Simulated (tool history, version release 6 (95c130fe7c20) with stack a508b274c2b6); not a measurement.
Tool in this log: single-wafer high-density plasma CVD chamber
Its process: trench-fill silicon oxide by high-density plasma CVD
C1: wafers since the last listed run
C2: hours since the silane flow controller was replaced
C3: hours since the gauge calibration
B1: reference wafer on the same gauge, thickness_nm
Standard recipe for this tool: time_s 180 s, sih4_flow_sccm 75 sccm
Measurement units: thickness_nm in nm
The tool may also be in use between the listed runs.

Run 1, hour 0: usual settings; C1 0; C2 3488.9; C3 1173.8; B1 1439.784. Result: thickness_nm 1350.949 nm.
Run 2, hour 56.2: usual settings; C1 685; C2 3545.1; C3 1230; B1 1439.465. Result: thickness_nm 1349.928 nm.
Run 3, hour 108.5: usual settings but time_s 171 s; C1 637; C2 3597.4; C3 1282.3; B1 1439.638. Result: thickness_nm 1277.69 nm.
Run 4, hour 178.5: usual settings but time_s 171 s; C1 853; C2 3667.4; C3 1352.3; B1 1438.994. Result: thickness_nm 1291.5 nm.
Run 5, hour 239.7: usual settings but time_s 171 s; C1 746; C2 3728.6; C3 1413.5; B1 1439.712. Result: thickness_nm 1283.725 nm.
Run 6, hour 285.8: usual settings but sih4_flow_sccm 83 sccm; C1 562; C2 3774.7; C3 1459.6; B1 1437.569. Result: thickness_nm 1471.275 nm.
Run 7, hour 399.1: usual settings but sih4_flow_sccm 83 sccm; C1 1381; C2 3888; C3 1572.9; B1 1439.258. Result: thickness_nm 1473.063 nm.
Run 8, hour 463.4: usual settings; C1 783; C2 3952.3; C3 1637.2; B1 1439.601. Result: thickness_nm 1359.491 nm.
Run 9, hour 492.7: usual settings; C1 357; C2 3981.6; C3 1666.5; B1 1440.216. Result: thickness_nm 1368.902 nm.
Run 10, hour 530.1: usual settings; C1 456; C2 4019; C3 1703.9; B1 1440.475. Result: thickness_nm 1359.656 nm.
Run 11, hour 556: usual settings but time_s 200 s; C1 315; C2 4044.9; C3 1729.8; B1 1438.88. Result: thickness_nm 1508.376 nm.
At hour 695.1: silane flow controller replaced.
Run 12, hour 758.9: usual settings but time_s 200 s; C1 2376; C2 63.8; C3 1932.7; B1 1440.813. Result: thickness_nm 1428.631 nm.
Run 13, hour 816.8: usual settings; C1 705; C2 121.7; C3 1990.6; B1 1440.879. Result: thickness_nm 1293.369 nm.
Run 14, hour 861.8: usual settings; C1 548; C2 166.7; C3 2035.6; B1 1439.202. Result: thickness_nm 1294.145 nm.
At hour 876.5: gauge calibrated.
Run 15, hour 920.3: usual settings but time_s 168 s, sih4_flow_sccm 80 sccm; C1 713; C2 225.2; C3 43.8; B1 1440.341. Result: thickness_nm 1269.049 nm.
Run 16, hour 949.5: usual settings but time_s 195 s, sih4_flow_sccm 67 sccm; C1 356; C2 254.4; C3 73; B1 1441.409. Result: thickness_nm 1280.179 nm.
Run 17, hour 1129.5: usual settings; C1 2194; C2 434.4; C3 253; B1 1440.83. Result: thickness_nm 1294.747 nm.
Run 18, hour 1167.1: usual settings but time_s 147 s, sih4_flow_sccm 85 sccm; C1 458; C2 472; C3 290.6; B1 1437.839. Result: thickness_nm 1174.422 nm.
Run 19, hour 1228.4: usual settings but sih4_flow_sccm 83 sccm; C1 747; C2 533.3; C3 351.9; B1 1439.345. Result: thickness_nm 1406.371 nm.
Run 20, hour 1263: usual settings; C1 421; C2 567.9; C3 386.5; B1 1438.774. Result: thickness_nm 1293.329 nm.
Run 21, hour 1305.5: usual settings but time_s 147 s, sih4_flow_sccm 68 sccm; C1 518; C2 610.4; C3 429; B1 1439.217. Result: thickness_nm 976.101 nm.

For run 22, what comes out?
Run 22, hour 1364.3: usual settings; C1 716; C2 669.2; C3 487.8; B1 ?. Result: thickness_nm ?.

B1: 1438.226
thickness_nm: 1301.354 nm
Take away the tool's hidden state, keep the run-to-run variation as it was, and the same run would have given thickness_nm 1305.704 nm.
